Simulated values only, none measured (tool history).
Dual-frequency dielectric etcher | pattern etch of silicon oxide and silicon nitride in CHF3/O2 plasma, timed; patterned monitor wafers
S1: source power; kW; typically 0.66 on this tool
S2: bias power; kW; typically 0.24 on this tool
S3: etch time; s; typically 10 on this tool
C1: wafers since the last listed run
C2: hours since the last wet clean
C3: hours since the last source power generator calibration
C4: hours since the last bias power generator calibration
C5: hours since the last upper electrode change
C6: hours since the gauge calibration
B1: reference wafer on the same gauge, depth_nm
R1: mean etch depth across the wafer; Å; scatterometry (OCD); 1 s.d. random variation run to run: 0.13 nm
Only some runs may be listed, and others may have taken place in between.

run 1 hour=0 | S1=0.66 S2=0.24 S3=10 | C1=0 C2=90.3 C3=1395.5 C4=4291.5 C5=1765.4 C6=3568.3 | B1=15.7 | R1=183.7
run 2 hour=76.5 | S1=0.7 S2=0.24 S3=8 | C1=1116 C2=166.8 C3=1472 C4=4368 C5=1841.9 C6=3644.8 | B1=15.71 | R1=149.2
run 3 hour=147.1 | S1=0.66 S2=0.207 S3=10 | C1=1030 C2=237.4 C3=1542.6 C4=4438.6 C5=1912.5 C6=3715.4 | B1=15.74 | R1=170.1
run 4 hour=239.3 | S1=0.66 S2=0.207 S3=10 | C1=1345 C2=329.6 C3=1634.8 C4=4530.8 C5=2004.7 C6=3807.6 | B1=15.73 | R1=170.4
run 5 hour=292.5 | S1=0.55 S2=0.24 S3=10 | C1=776 C2=382.8 C3=1688 C4=4584 C5=2057.9 C6=3860.8 | B1=15.74 | R1=166.2
run 6 hour=368.9 | S1=0.55 S2=0.24 S3=10 | C1=1114 C2=459.2 C3=1764.4 C4=4660.4 C5=2134.3 C6=3937.2 | B1=15.71 | R1=165.1
-- hour=393.3 gauge calibrated
-- hour=410.1 wet clean of the chamber, repeated, since the last time left the tool worse
run 7 hour=660.6 | S1=0.55 S2=0.24 S3=10 | C1=3906 C2=250.5 C3=2056.1 C4=4952.1 C5=2426 C6=267.3 | B1=15.7 | R1=175.6
run 8 hour=731.4 | S1=0.66 S2=0.24 S3=10 | C1=1033 C2=321.3 C3=2126.9 C4=5022.9 C5=2496.8 C6=338.1 | B1=15.66 | R1=191.9
run 9 hour=783.9 | S1=0.59 S2=0.189 S3=12.5 | C1=766 C2=373.8 C3=2179.4 C4=5075.4 C5=2549.3 C6=390.6 | B1=15.7 | R1=206.4
-- hour=816.3 source power generator calibrated
run 10 hour=835.7 | S1=0.61 S2=0.273 S3=13 | C1=697 C2=425.6 C3=19.4 C4=5127.2 C5=2601.1 C6=442.4 | B1=15.75 | R1=248
-- hour=890.8 bias power generator calibrated
run 11 hour=925.2 | S1=0.8 S2=0.289 S3=8 | C1=1247 C2=515.1 C3=108.9 C4=34.4 C5=2690.6 C6=531.9 | B1=15.7 | R1=175.8
-- hour=1019.4 wet clean of the chamber
run 12 hour=1019.9 | S1=0.66 S2=0.24 S3=10 | C1=1031 C2=0.5 C3=203.6 C4=129.1 C5=2785.3 C6=626.6 | B1=15.66 | R1=192.9
run 13 hour=1092.1 | S1=0.53 S2=0.21 S3=10 | C1=1053 C2=72.7 C3=275.8 C4=201.3 C5=2857.5 C6=698.8 | B1=15.68 | R1=165.9
run 14 hour=1194.2 | S1=0.66 S2=0.197 S3=8 | C1=1489 C2=174.8 C3=377.9 C4=303.4 C5=2959.6 C6=800.9 | B1=15.69 | R1=143.1
run 15 hour=1283.6 | S1=0.6 S2=0.24 S3=12.5 | C1=1304 C2=264.2 C3=467.3 C4=392.8 C5=3049 C6=890.3 | B1=15.75 | R1=230
run 16 hour=1336 | S1=0.66 S2=0.184 S3=10 | C1=764 C2=316.6 C3=519.7 C4=445.2 C5=3101.4 C6=942.7 | B1=15.66 | R1=172.4
-- hour=1400.4 upper electrode replaced
run 17 hour=1409.6 | S1=0.51 S2=0.24 S3=7 | C1=723 C2=390.2 C3=593.3 C4=518.8 C5=9.2 C6=1016.3 | B1=15.7 | R1=118
run 18 hour=1446.8 | S1=0.66 S2=0.287 S3=8.5 | C1=542 C2=427.4 C3=630.5 C4=556 C5=46.4 C6=1053.5 | B1=15.64 | R1=171.3
run 19 hour=1521.7 | S1=0.66 S2=0.24 S3=10 | C1=1092 C2=502.3 C3=705.4 C4=630.9 C5=121.3 C6=1128.4 | B1=15.67 | R1=189
run 20 hour=1609.3 | S1=0.66 S2=0.24 S3=10 | C1=1278 C2=589.9 C3=793 C4=718.5 C5=208.9 C6=1216 | B1=15.66 | R1=188.9
run 21 hour=1675.7 | S1=0.66 S2=0.24 S3=10 | C1=968 C2=656.3 C3=859.4 C4=784.9 C5=275.3 C6=1282.4 | B1=15.71 | R1=185.6
-- hour=1710.2 wet clean of the chamber
run 22 hour=1747.7 | S1=0.66 S2=0.24 S3=10 | C1=700 C2=37.5 C3=931.4 C4=856.9 C5=347.3 C6=1354.4 | B1=15.74 | R1=189.5
run 23 hour=1816.8 | S1=0.81 S2=0.24 S3=11 | C1=1008 C2=106.6 C3=1000.5 C4=926 C5=416.4 C6=1423.5 | B1=15.72 | R1=232.3
run 24 hour=1891.5 | S1=0.66 S2=0.285 S3=10 | C1=1090 C2=181.3 C3=1075.2 C4=1000.7 C5=491.1 C6=1498.2 | B1=15.71 | R1=203.6
run 25 hour=1984.6 | S1=0.66 S2=0.24 S3=10 | C1=1358 C2=274.4 C3=1168.3 C4=1093.8 C5=584.2 C6=1591.3 | B1=15.72 | R1=190.2
run 26 hour=2083.4 | S1=0.75 S2=0.211 S3=9 | C1=1441 C2=373.2 C3=1267.1 C4=1192.6 C5=683 C6=1690.1 | B1=15.74 | R1=170.8
run 27 hour=2153.2 | S1=0.66 S2=0.18 S3=10 | C1=1018 C2=443 C3=1336.9 C4=1262.4 C5=752.8 C6=1759.9 | B1=15.72 | R1=170.3
run 28 hour=2219.5 | S1=0.66 S2=0.285 S3=10 | C1=967 C2=509.3 C3=1403.2 C4=1328.7 C5=819.1 C6=1826.2 | B1=15.69 | R1=199.3
run 29 hour=2263.1 | S1=0.57 S2=0.206 S3=12.5 | C1=636 C2=552.9 C3=1446.8 C4=1372.3 C5=862.7 C6=1869.8 | B1=15.71 | R1=210.8

Below are 4 alternative next runs, each starting from the tool's condition after run 29. Predict each:
run A hour=2263.5 | S1=0.66 S2=0.24 S3=10 | C1=5 C2=553.3 C3=1447.2 C4=1372.7 C5=863.1 C6=1870.2 | B1=? | R1=?
run B hour=2263.5 | S1=0.66 S2=0.286 S3=10 | C1=5 C2=553.3 C3=1447.2 C4=1372.7 C5=863.1 C6=1870.2 | B1=? | R1=?
run C hour=2263.5 | S1=0.55 S2=0.284 S3=12 | C1=5 C2=553.3 C3=1447.2 C4=1372.7 C5=863.1 C6=1870.2 | B1=? | R1=?
run D hour=2263.5 | S1=0.66 S2=0.267 S3=10 | C1=5 C2=553.3 C3=1447.2 C4=1372.7 C5=863.1 C6=1870.2 | B1=? | R1=?

run=A B1=15.69 R1=187.1
run=B B1=15.69 R1=199.3
run=C B1=15.69 R1=220.6
run=D B1=15.69 R1=194.4
With no hidden state in the tool, these same runs would have given:
run=A R1=191.7
run=B R1=204.2
run=C R1=226
run=D R1=199.1
